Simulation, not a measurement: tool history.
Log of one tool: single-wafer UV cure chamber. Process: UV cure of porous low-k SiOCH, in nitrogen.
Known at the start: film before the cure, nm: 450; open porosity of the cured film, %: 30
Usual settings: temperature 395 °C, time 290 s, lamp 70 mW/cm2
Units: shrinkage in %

Run 1, hour 0.0: usual settings but lamp 53 mW/cm2. Result: shrinkage 10.884 %.
Run 2, hour 42.2: usual settings but lamp 53 mW/cm2. Result: shrinkage 11.156 %.
Run 3, hour 93.1: usual settings but lamp 53 mW/cm2. Result: shrinkage 11.076 %.
Run 4, hour 134.3: usual settings. Result: shrinkage 12.491 %.
Run 5, hour 184.0: usual settings. Result: shrinkage 12.277 %.
At hour 222.9: quartz window cleaned.
Run 6, hour 228.7: usual settings. Result: shrinkage 12.167 %.
Run 7, hour 263.1: usual settings. Result: shrinkage 12.133 %.
Run 8, hour 295.1: usual settings. Result: shrinkage 12.253 %.
Run 9, hour 351.2: usual settings. Result: shrinkage 12.092 %.
Run 10, hour 389.7: usual settings. Result: shrinkage 12.271 %.
Run 11, hour 433.0: usual settings. Result: shrinkage 11.985 %.
Run 12, hour 502.3: usual settings. Result: shrinkage 11.742 %.
At hour 542.4: quartz window cleaned.
At hour 577.9: UV bulbs replaced.
Run 13, hour 698.0: usual settings. Result: shrinkage 13.238 %.
Run 14, hour 761.8: usual settings but temperature 410 °C, time 405 s. Result: shrinkage 15.432 %.
Run 15, hour 811.5: usual settings but time 155 s. Result: shrinkage 10.095 %.
Run 16, hour 840.2: usual settings. Result: shrinkage 12.968 %.
At hour 865.2: quartz window cleaned.
Run 17, hour 881.6: usual settings but lamp 104 mW/cm2. Result: shrinkage 15.213 %.
Run 18, hour 968.1: usual settings but temperature 375 °C, time 235 s, lamp 42 mW/cm2. Result: shrinkage 9.166 %.
At hour 1141.0: quartz window cleaned.
Run 19, hour 1141.5: usual settings. Result: shrinkage 13.350 %.
Run 20, hour 1187.0: usual settings but temperature 410 °C, time 365 s, lamp 40 mW/cm2. Result: shrinkage 11.592 %.
Run 21, hour 1211.3: usual settings but temperature 413 °C. Result: shrinkage 13.610 %.
Run 22, hour 1271.6: usual settings but temperature 410 °C, time 405 s. Result: shrinkage 15.146 %.
Run 23, hour 1296.8: usual settings but time 165 s. Result: shrinkage 9.930 %.
Run 24, hour 1355.4: usual settings but temperature 388 °C, time 125 s. Result: shrinkage 8.519 %.
Run 25, hour 1418.1: usual settings but temperature 381 °C, time 335 s, lamp 49 mW/cm2. Result: shrinkage 11.534 %.
At hour 1469.2: quartz window cleaned.
Run 26, hour 1469.7: usual settings but temperature 412 °C. Result: shrinkage 13.233 %.

The tool's hidden state at each run:
transmission lost against a clean window, %: 0 in every run
H1: lamp output below its setpoint, %
run     H1
  1   12.6
  2   13.4
  3   14.4
  4   15.2
  5   16.2
  6   17.2
  7   17.9
  8   18.6
  9   19.9
 10   20.8
 11   21.8
 12   23.6
 13  0.742
 14  0.877
 15   1.02
 16   1.12
 17   1.28
 18    1.7
 19   2.86
 20   3.23
 21   3.44
 22      4
 23   4.25
 24   4.86
 25   5.57
 26   6.19
